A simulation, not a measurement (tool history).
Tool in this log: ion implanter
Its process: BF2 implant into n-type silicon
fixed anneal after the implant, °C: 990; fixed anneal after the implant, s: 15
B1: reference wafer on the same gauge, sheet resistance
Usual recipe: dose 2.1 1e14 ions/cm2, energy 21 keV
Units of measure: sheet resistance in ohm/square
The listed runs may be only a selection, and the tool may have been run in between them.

Run 1, hour 0: usual settings but dose 2.44 1e14 ions/cm2; B1 466.19. Result: sheet resistance 470.36 ohm/square.
Run 2, hour 62.2: usual settings but dose 2.44 1e14 ions/cm2; B1 467.43. Result: sheet resistance 473.79 ohm/square.
Run 3, hour 99: usual settings but dose 1.94 1e14 ions/cm2; B1 468.3. Result: sheet resistance 577.52 ohm/square.
Run 4, hour 167.6: usual settings but dose 1.94 1e14 ions/cm2; B1 468.54. Result: sheet resistance 576.76 ohm/square.
Run 5, hour 202.3: usual settings; B1 468.9. Result: sheet resistance 536.25 ohm/square.
Run 6, hour 245: usual settings; B1 469.32. Result: sheet resistance 539.53 ohm/square.
Run 7, hour 277.7: usual settings; B1 468.67. Result: sheet resistance 536.6 ohm/square.
Run 8, hour 306.3: usual settings; B1 468.81. Result: sheet resistance 539.64 ohm/square.
At hour 334.2: gauge calibrated.
Run 9, hour 364.9: usual settings; B1 459.39. Result: sheet resistance 529.38 ohm/square.
Run 10, hour 398.4: usual settings but dose 2.56 1e14 ions/cm2, energy 17 keV; B1 461.49. Result: sheet resistance 457.39 ohm/square.
Run 11, hour 425: usual settings but energy 19 keV; B1 462.04. Result: sheet resistance 538.27 ohm/square.
Run 12, hour 468.9: usual settings but energy 19 keV; B1 464.01. Result: sheet resistance 535.18 ohm/square.
Run 13, hour 518.3: usual settings but dose 1.69 1e14 ions/cm2, energy 27.5 keV; B1 465.06. Result: sheet resistance 624.24 ohm/square.
At hour 549.1: Faraday cup replaced and dose calibrated.
Run 14, hour 549.6: usual settings; B1 465.25. Result: sheet resistance 537.9 ohm/square.
Run 15, hour 571.4: usual settings; B1 465.79. Result: sheet resistance 533.83 ohm/square.
At hour 596: extraction supply calibrated.
Run 16, hour 617.4: usual settings but dose 1.82 1e14 ions/cm2, energy 18.5 keV; B1 466.81. Result: sheet resistance 611.87 ohm/square.
Run 17, hour 669.8: usual settings but energy 16.5 keV; B1 466.6. Result: sheet resistance 551.26 ohm/square.
Run 18, hour 730.3: usual settings but dose 1.85 1e14 ions/cm2; B1 467.53. Result: sheet resistance 597.23 ohm/square.
Run 19, hour 802: usual settings; B1 467.43. Result: sheet resistance 537.75 ohm/square.
Run 20, hour 836.5: usual settings but dose 1.51 1e14 ions/cm2, energy 23 keV; B1 468.08. Result: sheet resistance 708.63 ohm/square.
At hour 841.7: gauge calibrated.
Run 21, hour 872.8: usual settings but dose 2.31 1e14 ions/cm2, energy 19 keV; B1 461.5. Result: sheet resistance 493.53 ohm/square.
Run 22, hour 932.1: usual settings but dose 1.51 1e14 ions/cm2, energy 25.5 keV; B1 463.99. Result: sheet resistance 693.42 ohm/square.
Run 23, hour 971.7: usual settings but dose 1.87 1e14 ions/cm2, energy 28 keV; B1 465.11. Result: sheet resistance 574.64 ohm/square.
Run 24, hour 1015.5: usual settings but dose 1.82 1e14 ions/cm2, energy 17.5 keV; B1 466.32. Result: sheet resistance 620.8 ohm/square.

Results per run with the tool's hidden condition removed, run-to-run variation unchanged:
Hidden conditions of the tool in this case: deviation of the true dose from the Faraday cup's reading, %; deviation of the true energy from its setpoint, %; gauge reads high (%).
run  sheet resistance
  1            462.81
  2             465.2
  3            566.52
  4            565.05
  5            525.11
  6            528.07
  7            525.04
  8             527.9
  9            528.46
 10            455.12
 11            534.45
 12            529.84
 13            616.47
 14            530.54
 15            526.12
 16            602.25
 17            541.99
 18            586.63
 19            527.79
 20            695.32
 21            490.69
 22             685.8
 23            566.82
 24            610.94
